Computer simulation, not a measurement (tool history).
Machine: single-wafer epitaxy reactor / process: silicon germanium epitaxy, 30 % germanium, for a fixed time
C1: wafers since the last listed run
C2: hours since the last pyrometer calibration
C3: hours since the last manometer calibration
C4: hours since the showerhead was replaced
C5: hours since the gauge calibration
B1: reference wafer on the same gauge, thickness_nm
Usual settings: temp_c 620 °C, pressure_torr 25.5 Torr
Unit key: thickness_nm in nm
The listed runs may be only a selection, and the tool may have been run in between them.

run 1 hour=0.0 | temp_c=620 pressure_torr=25.5 | C1=0 C2=828.5 C3=1526.0 C4=4228.3 C5=232.2 | B1=74.318 | thickness_nm=87.533
-- hour=11.6 capacitance manometer re-zeroed and calibrated
run 2 hour=41.5 | temp_c=620 pressure_torr=25.5 | C1=314 C2=870.0 C3=29.9 C4=4269.8 C5=273.7 | B1=74.304 | thickness_nm=87.707
run 3 hour=111.7 | temp_c=620 pressure_torr=25.5 | C1=659 C2=940.2 C3=100.1 C4=4340.0 C5=343.9 | B1=74.268 | thickness_nm=87.045
run 4 hour=210.9 | temp_c=620 pressure_torr=25.5 | C1=932 C2=1039.4 C3=199.3 C4=4439.2 C5=443.1 | B1=74.325 | thickness_nm=87.396
run 5 hour=259.6 | temp_c=620 pressure_torr=25.5 | C1=457 C2=1088.1 C3=248.0 C4=4487.9 C5=491.8 | B1=74.193 | thickness_nm=87.043
run 6 hour=327.6 | temp_c=631 pressure_torr=21.8 | C1=638 C2=1156.1 C3=316.0 C4=4555.9 C5=559.8 | B1=74.218 | thickness_nm=93.086
run 7 hour=418.5 | temp_c=620 pressure_torr=25.5 | C1=854 C2=1247.0 C3=406.9 C4=4646.8 C5=650.7 | B1=74.249 | thickness_nm=86.732
run 8 hour=474.1 | temp_c=620 pressure_torr=25.5 | C1=522 C2=1302.6 C3=462.5 C4=4702.4 C5=706.3 | B1=74.249 | thickness_nm=86.884
run 9 hour=523.3 | temp_c=620 pressure_torr=25.5 | C1=462 C2=1351.8 C3=511.7 C4=4751.6 C5=755.5 | B1=74.294 | thickness_nm=87.111
run 10 hour=608.0 | temp_c=620 pressure_torr=29.3 | C1=795 C2=1436.5 C3=596.4 C4=4836.3 C5=840.2 | B1=74.277 | thickness_nm=95.452
run 11 hour=646.6 | temp_c=620 pressure_torr=29.3 | C1=362 C2=1475.1 C3=635.0 C4=4874.9 C5=878.8 | B1=74.224 | thickness_nm=95.459
run 12 hour=704.6 | temp_c=620 pressure_torr=29.3 | C1=544 C2=1533.1 C3=693.0 C4=4932.9 C5=936.8 | B1=74.354 | thickness_nm=94.847
run 13 hour=794.3 | temp_c=620 pressure_torr=27.7 | C1=842 C2=1622.8 C3=782.7 C4=5022.6 C5=1026.5 | B1=74.235 | thickness_nm=91.557
run 14 hour=868.6 | temp_c=620 pressure_torr=27.7 | C1=698 C2=1697.1 C3=857.0 C4=5096.9 C5=1100.8 | B1=74.285 | thickness_nm=91.555
run 15 hour=975.8 | temp_c=620 pressure_torr=27.7 | C1=1007 C2=1804.3 C3=964.2 C4=5204.1 C5=1208.0 | B1=74.332 | thickness_nm=91.438
run 16 hour=1062.9 | temp_c=620 pressure_torr=25.5 | C1=818 C2=1891.4 C3=1051.3 C4=5291.2 C5=1295.1 | B1=74.349 | thickness_nm=86.967
run 17 hour=1146.0 | temp_c=620 pressure_torr=25.5 | C1=780 C2=1974.5 C3=1134.4 C4=5374.3 C5=1378.2 | B1=74.302 | thickness_nm=86.987
run 18 hour=1191.8 | temp_c=626 pressure_torr=25.5 | C1=430 C2=2020.3 C3=1180.2 C4=5420.1 C5=1424.0 | B1=74.229 | thickness_nm=95.220
-- hour=1255.2 gauge calibrated
run 19 hour=1285.0 | temp_c=615 pressure_torr=25.5 | C1=875 C2=2113.5 C3=1273.4 C4=5513.3 C5=29.8 | B1=74.234 | thickness_nm=79.811
-- hour=1301.8 showerhead replaced
-- hour=1332.2 pyrometer calibrated
run 20 hour=1351.3 | temp_c=613 pressure_torr=31.7 | C1=472 C2=19.1 C3=1339.7 C4=49.5 C5=96.1 | B1=74.335 | thickness_nm=86.846
run 21 hour=1448.2 | temp_c=634 pressure_torr=28.7 | C1=910 C2=116.0 C3=1436.6 C4=146.4 C5=193.0 | B1=74.262 | thickness_nm=114.048
run 22 hour=1492.0 | temp_c=620 pressure_torr=25.5 | C1=411 C2=159.8 C3=1480.4 C4=190.2 C5=236.8 | B1=74.323 | thickness_nm=84.363
run 23 hour=1568.2 | temp_c=620 pressure_torr=30.0 | C1=715 C2=236.0 C3=1556.6 C4=266.4 C5=313.0 | B1=74.249 | thickness_nm=93.145
run 24 hour=1617.7 | temp_c=630 pressure_torr=27.3 | C1=465 C2=285.5 C3=1606.1 C4=315.9 C5=362.5 | B1=74.275 | thickness_nm=103.234
run 25 hour=1655.5 | temp_c=613 pressure_torr=23.9 | C1=355 C2=323.3 C3=1643.9 C4=353.7 C5=400.3 | B1=74.257 | thickness_nm=71.078
-- hour=1701.3 pyrometer calibrated, repeated, since the last time left the tool worse
run 26 hour=1740.7 | temp_c=615 pressure_torr=30.7 | C1=725 C2=39.4 C3=1729.1 C4=438.9 C5=485.5 | B1=74.305 | thickness_nm=92.848
run 27 hour=1789.4 | temp_c=620 pressure_torr=25.5 | C1=457 C2=88.1 C3=1777.8 C4=487.6 C5=534.2 | B1=74.264 | thickness_nm=89.979
-- hour=1808.5 capacitance manometer re-zeroed and calibrated
run 28 hour=1896.7 | temp_c=613 pressure_torr=23.5 | C1=933 C2=195.4 C3=88.2 C4=594.9 C5=641.5 | B1=74.213 | thickness_nm=75.085
run 29 hour=1942.9 | temp_c=630 pressure_torr=28.1 | C1=434 C2=241.6 C3=134.4 C4=641.1 C5=687.7 | B1=74.363 | thickness_nm=111.989
run 30 hour=2043.9 | temp_c=620 pressure_torr=30.2 | C1=949 C2=342.6 C3=235.4 C4=742.1 C5=788.7 | B1=74.281 | thickness_nm=99.738
run 31 hour=2126.6 | temp_c=607 pressure_torr=22.4 | C1=777 C2=425.3 C3=318.1 C4=824.8 C5=871.4 | B1=74.352 | thickness_nm=64.732
run 32 hour=2226.6 | temp_c=613 pressure_torr=22.9 | C1=939 C2=525.3 C3=418.1 C4=924.8 C5=971.4 | B1=74.335 | thickness_nm=72.972
run 33 hour=2281.2 | temp_c=625 pressure_torr=30.8 | C1=513 C2=579.9 C3=472.7 C4=979.4 C5=1026.0 | B1=74.280 | thickness_nm=109.068
run 34 hour=2388.6 | temp_c=612 pressure_torr=19.7 | C1=1009 C2=687.3 C3=580.1 C4=1086.8 C5=1133.4 | B1=74.357 | thickness_nm=63.364
run 35 hour=2437.3 | temp_c=620 pressure_torr=25.5 | C1=457 C2=736.0 C3=628.8 C4=1135.5 C5=1182.1 | B1=74.253 | thickness_nm=88.089
run 36 hour=2494.1 | temp_c=607 pressure_torr=29.2 | C1=533 C2=792.8 C3=685.6 C4=1192.3 C5=1238.9 | B1=74.264 | thickness_nm=76.871

Each row is a separate what-if for the run after 36, all from the same tool condition, not one after another. Results?
run A hour=2494.5 | temp_c=620 pressure_torr=25.5 | C1=3 C2=793.2 C3=686.0 C4=1192.7 C5=1239.3 | B1=? | thickness_nm=?
run B hour=2494.5 | temp_c=626 pressure_torr=22.2 | C1=3 C2=793.2 C3=686.0 C4=1192.7 C5=1239.3 | B1=? | thickness_nm=?
run C hour=2494.5 | temp_c=608 pressure_torr=21.2 | C1=3 C2=793.2 C3=686.0 C4=1192.7 C5=1239.3 | B1=? | thickness_nm=?

run=A B1=74.324 thickness_nm=88.171
run=B B1=74.324 thickness_nm=88.184
run=C B1=74.324 thickness_nm=62.877
With no hidden state in the tool, these same runs would have given:
run=A thickness_nm=90.586
run=B thickness_nm=90.569
run=C thickness_nm=64.645

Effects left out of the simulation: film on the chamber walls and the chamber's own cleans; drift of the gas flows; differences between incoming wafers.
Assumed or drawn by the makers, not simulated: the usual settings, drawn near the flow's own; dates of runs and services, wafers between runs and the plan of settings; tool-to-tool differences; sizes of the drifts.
